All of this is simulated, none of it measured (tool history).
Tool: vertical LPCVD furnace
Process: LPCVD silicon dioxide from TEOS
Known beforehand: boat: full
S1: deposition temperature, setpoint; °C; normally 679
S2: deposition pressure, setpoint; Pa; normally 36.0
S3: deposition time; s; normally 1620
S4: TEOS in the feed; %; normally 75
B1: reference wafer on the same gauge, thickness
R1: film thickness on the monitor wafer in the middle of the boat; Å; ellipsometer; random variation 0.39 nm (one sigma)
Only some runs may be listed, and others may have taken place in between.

run 1 hour=0.0 | S1=671 S2=42.7 S3=1620 S4=75 | B1=136.93 | R1=1184.4
run 2 hour=36.8 | S1=671 S2=42.7 S3=1620 S4=75 | B1=136.93 | R1=1188.2
run 3 hour=92.7 | S1=679 S2=36.0 S3=1620 S4=66 | B1=137.04 | R1=1259.0
run 4 hour=193.0 | S1=679 S2=36.0 S3=1620 S4=66 | B1=137.00 | R1=1263.6
run 5 hour=234.8 | S1=679 S2=36.0 S3=1620 S4=75 | B1=136.76 | R1=1336.9
run 6 hour=321.0 | S1=679 S2=36.0 S3=1620 S4=75 | B1=137.00 | R1=1349.7
run 7 hour=404.5 | S1=679 S2=36.0 S3=1620 S4=75 | B1=136.99 | R1=1352.2
run 8 hour=485.3 | S1=679 S2=36.0 S3=1620 S4=75 | B1=137.13 | R1=1359.8
run 9 hour=540.0 | S1=679 S2=36.0 S3=1620 S4=75 | B1=136.96 | R1=1354.3
run 10 hour=642.8 | S1=679 S2=36.0 S3=1620 S4=75 | B1=137.04 | R1=1362.0
run 11 hour=681.7 | S1=679 S2=28.7 S3=2280 S4=75 | B1=137.04 | R1=1728.8
-- hour=791.0 pressure gauge zeroed
run 12 hour=791.5 | S1=667 S2=40.0 S3=2250 S4=66 | B1=137.12 | R1=1370.6
-- hour=844.5 TEOS flow controller replaced
-- hour=855.1 thermocouples replaced and temperature profile calibrated
run 13 hour=855.6 | S1=679 S2=36.0 S3=1620 S4=75 | B1=137.10 | R1=1244.3
run 14 hour=930.9 | S1=687 S2=36.0 S3=1620 S4=82 | B1=137.16 | R1=1574.9
run 15 hour=1030.5 | S1=676 S2=36.0 S3=1620 S4=75 | B1=136.92 | R1=1154.7
run 16 hour=1124.0 | S1=679 S2=29.3 S3=1620 S4=63 | B1=137.05 | R1=1033.6
-- hour=1171.9 gauge calibrated
run 17 hour=1208.0 | S1=688 S2=30.0 S3=1620 S4=75 | B1=136.90 | R1=1411.9
run 18 hour=1521.8 | S1=679 S2=36.0 S3=1620 S4=75 | B1=136.90 | R1=1252.8
run 19 hour=1599.7 | S1=679 S2=36.0 S3=1620 S4=75 | B1=136.82 | R1=1254.0
run 20 hour=1681.3 | S1=679 S2=36.0 S3=1620 S4=75 | B1=137.04 | R1=1251.1
run 21 hour=1766.6 | S1=690 S2=39.3 S3=1050 S4=64 | B1=137.12 | R1=1017.6

Here are 5 independent what-if runs from the current tool condition. What would each one return?
run A hour=1770.8 | S1=679 S2=36.0 S3=1620 S4=75 | B1=? | R1=?
run B hour=1770.8 | S1=669 S2=44.7 S3=1800 S4=75 | B1=? | R1=?
run C hour=1770.8 | S1=679 S2=36.0 S3=1860 S4=75 | B1=? | R1=?
run D hour=1770.8 | S1=682 S2=41.3 S3=1620 S4=75 | B1=? | R1=?
run E hour=1770.8 | S1=672 S2=36.0 S3=1620 S4=70 | B1=? | R1=?

run=A B1=136.92 R1=1254.0
run=B B1=136.92 R1=1211.8
run=C B1=136.92 R1=1439.8
run=D B1=136.92 R1=1443.1
run=E B1=136.92 R1=1020.7
With no hidden state in the tool, these same runs would have given:
run=A R1=1234.4
run=B R1=1195.0
run=C R1=1417.3
run=D R1=1422.4
run=E R1=1004.7
